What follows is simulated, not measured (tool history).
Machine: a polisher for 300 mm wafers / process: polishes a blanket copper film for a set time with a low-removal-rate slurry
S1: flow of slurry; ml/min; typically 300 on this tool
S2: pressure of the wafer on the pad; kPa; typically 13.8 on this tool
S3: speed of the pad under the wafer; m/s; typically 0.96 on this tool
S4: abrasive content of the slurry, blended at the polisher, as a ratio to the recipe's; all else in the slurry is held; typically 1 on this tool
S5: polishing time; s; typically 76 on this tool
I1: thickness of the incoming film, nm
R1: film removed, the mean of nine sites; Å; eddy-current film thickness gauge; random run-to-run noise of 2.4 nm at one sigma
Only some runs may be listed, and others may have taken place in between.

run    hour   S1    S2    S3    S4  S5     I1    R1
  1       0  300  13.8  0.96     1  76  872.9  1513
        109  -- slurry blender recalibrated
  2   167.9  300  13.8  0.96     1  76  874.1  1386
      214.7  -- slurry nozzle cleaned
      262.6  -- head pressure recalibrated
  3   268.5  300  13.8  0.96     1  76  883.2  1646
      342.4  -- worn pad replaced by a new one
  4   476.8  300  13.8  0.96     1  76  883.7  1557
      505.6  -- slurry blender recalibrated
  5   566.3  300  13.8  0.96     1  76  864.7  1590
  6   632.8  300  13.8  0.96     1  76    892  1547
  7   715.1  300  13.8  0.96     1  76  880.5  1484
      726.8  -- head pressure recalibrated
      727.4  -- slurry nozzle cleaned
        730  -- worn pad replaced by a new one
      896.4  -- slurry blender recalibrated
  8   944.7  300  15.9  0.96     1  76  878.5  1782
  9     997  300  13.8  0.96     1  76  879.7  1578
 10  1077.2  300  13.8  0.96     1  76  879.1  1547
 11  1140.9  245  13.8  0.96     1  76  882.1  1444
     1203.3  -- head pressure recalibrated
     1222.4  -- worn pad replaced by a new one
 12  1222.9  300  13.8  0.96     1  76  883.3  1493
     1224.2  -- slurry nozzle cleaned
 13  1261.8  300  13.8  0.96     1  76  886.6  1671
       1351  -- slurry blender recalibrated
 14  1366.4  300  13.8  0.96     1  94  884.3  2000
 15  1465.4  300  13.8  0.96  0.75  76    889  1473
 16  1514.3  240  18.6  1.26  0.75  76  878.2  2250
 17  1598.8  300  13.8  0.96     1  67  875.5  1311
     1648.6  -- worn pad replaced by a new one
     1667.6  -- slurry nozzle cleaned
 18  1675.6  300  13.8  0.96     1  76  875.7  1555

Expected results for the next run?
 19  1730.1  300  9.7  1.26  1.2  76  872.9   ?

R1: 1600 Å
With the hidden condition absent and the run-to-run variation left alone, this run would have shown R1 1768 Å.
